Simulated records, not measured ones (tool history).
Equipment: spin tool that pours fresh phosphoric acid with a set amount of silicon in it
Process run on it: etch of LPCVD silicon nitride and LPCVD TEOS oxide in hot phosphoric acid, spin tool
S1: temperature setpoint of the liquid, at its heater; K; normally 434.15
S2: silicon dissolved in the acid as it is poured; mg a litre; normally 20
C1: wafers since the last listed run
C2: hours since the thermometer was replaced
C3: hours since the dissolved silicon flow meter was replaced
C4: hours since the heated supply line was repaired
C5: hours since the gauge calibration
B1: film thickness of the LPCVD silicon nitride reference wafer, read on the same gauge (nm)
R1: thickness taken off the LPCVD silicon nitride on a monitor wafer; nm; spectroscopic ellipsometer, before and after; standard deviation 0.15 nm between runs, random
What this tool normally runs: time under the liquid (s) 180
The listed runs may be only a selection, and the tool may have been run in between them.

{"run": 1, "day": 0.0, "S1": 434.15, "S2": 20, "time under the liquid (s)": 180, "C1": 0, "C2": 1286.3, "C3": 1052.4, "C4": 1963.9, "C5": 252.2, "B1": 120, "R1": 15.6}
{"run": 2, "day": 1.067, "S1": 434.15, "S2": 20, "time under the liquid (s)": 180, "C1": 203, "C2": 1311.9, "C3": 1078, "C4": 1989.5, "C5": 277.8, "B1": 120.02, "R1": 15.82}
{"run": 3, "day": 3.738, "S1": 434.15, "S2": 20, "time under the liquid (s)": 180, "C1": 509, "C2": 1376, "C3": 1142.1, "C4": 2053.6, "C5": 341.9, "B1": 119.99, "R1": 15.49}
{"run": 4, "day": 5.112, "S1": 434.15, "S2": 20, "time under the liquid (s)": 180, "C1": 262, "C2": 1409, "C3": 1175.1, "C4": 2086.6, "C5": 374.9, "B1": 120.02, "R1": 15.59}
{"run": 5, "day": 7.775, "S1": 434.15, "S2": 20, "time under the liquid (s)": 180, "C1": 508, "C2": 1472.9, "C3": 1239, "C4": 2150.5, "C5": 438.8, "B1": 119.99, "R1": 15.58}
{"day": 10.692, "done": "heated supply line repaired"}
{"run": 6, "day": 10.738, "S1": 434.15, "S2": 20, "time under the liquid (s)": 180, "C1": 557, "C2": 1544, "C3": 1310.1, "C4": 1.1, "C5": 509.9, "B1": 120.01, "R1": 15.67}
{"run": 7, "day": 12.317, "S1": 434.15, "S2": 20, "time under the liquid (s)": 180, "C1": 301, "C2": 1581.9, "C3": 1348, "C4": 39, "C5": 547.8, "B1": 120.03, "R1": 15.47}
{"day": 13.704, "done": "dissolved silicon flow meter replaced"}
{"day": 14.821, "done": "gauge calibrated"}
{"run": 8, "day": 15.012, "S1": 434.15, "S2": 20, "time under the liquid (s)": 180, "C1": 506, "C2": 1646.6, "C3": 31.4, "C4": 103.7, "C5": 4.6, "B1": 120.01, "R1": 15.55}
{"run": 9, "day": 16.708, "S1": 435.65, "S2": 15.5, "time under the liquid (s)": 180, "C1": 323, "C2": 1687.3, "C3": 72.1, "C4": 144.4, "C5": 45.3, "B1": 120.03, "R1": 16.39}
{"run": 10, "day": 18.512, "S1": 434.15, "S2": 20, "time under the liquid (s)": 180, "C1": 344, "C2": 1730.6, "C3": 115.4, "C4": 187.7, "C5": 88.6, "B1": 119.99, "R1": 15.7}
{"day": 19.796, "done": "thermometer replaced"}
{"run": 11, "day": 20.654, "S1": 434.15, "S2": 20, "time under the liquid (s)": 180, "C1": 400, "C2": 20.6, "C3": 166.8, "C4": 239.1, "C5": 140, "B1": 119.97, "R1": 15.83}
{"run": 12, "day": 23.025, "S1": 435.15, "S2": 30.5, "time under the liquid (s)": 230, "C1": 452, "C2": 77.5, "C3": 223.7, "C4": 296, "C5": 196.9, "B1": 119.99, "R1": 20.51}
{"run": 13, "day": 25.3, "S1": 433.15, "S2": 8.5, "time under the liquid (s)": 105, "C1": 434, "C2": 132.1, "C3": 278.3, "C4": 350.6, "C5": 251.5, "B1": 120, "R1": 8.88}
{"run": 14, "day": 27.079, "S1": 435.65, "S2": 27.5, "time under the liquid (s)": 115, "C1": 339, "C2": 174.8, "C3": 321, "C4": 393.3, "C5": 294.2, "B1": 119.99, "R1": 10.58}
{"run": 15, "day": 28.15, "S1": 432.65, "S2": 20, "time under the liquid (s)": 225, "C1": 204, "C2": 200.5, "C3": 346.7, "C4": 419, "C5": 319.9, "B1": 119.99, "R1": 18.65}

Each row is a separate what-if for the run after 15, all from the same tool condition, not one after another. Results?
{"run": "A", "day": 28.171, "S1": 434.15, "S2": 20, "time under the liquid (s)": 180, "C1": 3, "C2": 201, "C3": 347.2, "C4": 419.5, "C5": 320.4, "B1": "?", "R1": "?"}
{"run": "B", "day": 28.171, "S1": 435.15, "S2": 11.5, "time under the liquid (s)": 110, "C1": 3, "C2": 201, "C3": 347.2, "C4": 419.5, "C5": 320.4, "B1": "?", "R1": "?"}
{"run": "C", "day": 28.171, "S1": 433.15, "S2": 20, "time under the liquid (s)": 145, "C1": 3, "C2": 201, "C3": 347.2, "C4": 419.5, "C5": 320.4, "B1": "?", "R1": "?"}
{"run": "D", "day": 28.171, "S1": 433.15, "S2": 20, "time under the liquid (s)": 180, "C1": 3, "C2": 201, "C3": 347.2, "C4": 419.5, "C5": 320.4, "B1": "?", "R1": "?"}
{"run": "E", "day": 28.171, "S1": 435.15, "S2": 5.5, "time under the liquid (s)": 180, "C1": 3, "C2": 201, "C3": 347.2, "C4": 419.5, "C5": 320.4, "B1": "?", "R1": "?"}

run=A B1=120 R1=15.66
run=B B1=120 R1=9.89
run=C B1=120 R1=12.2
run=D B1=120 R1=15.14
run=E B1=120 R1=16.19
Had the tool no hidden state, the same runs would have come out as:
run=A R1=15.66
run=B R1=9.89
run=C R1=12.2
run=D R1=15.14
run=E R1=16.19
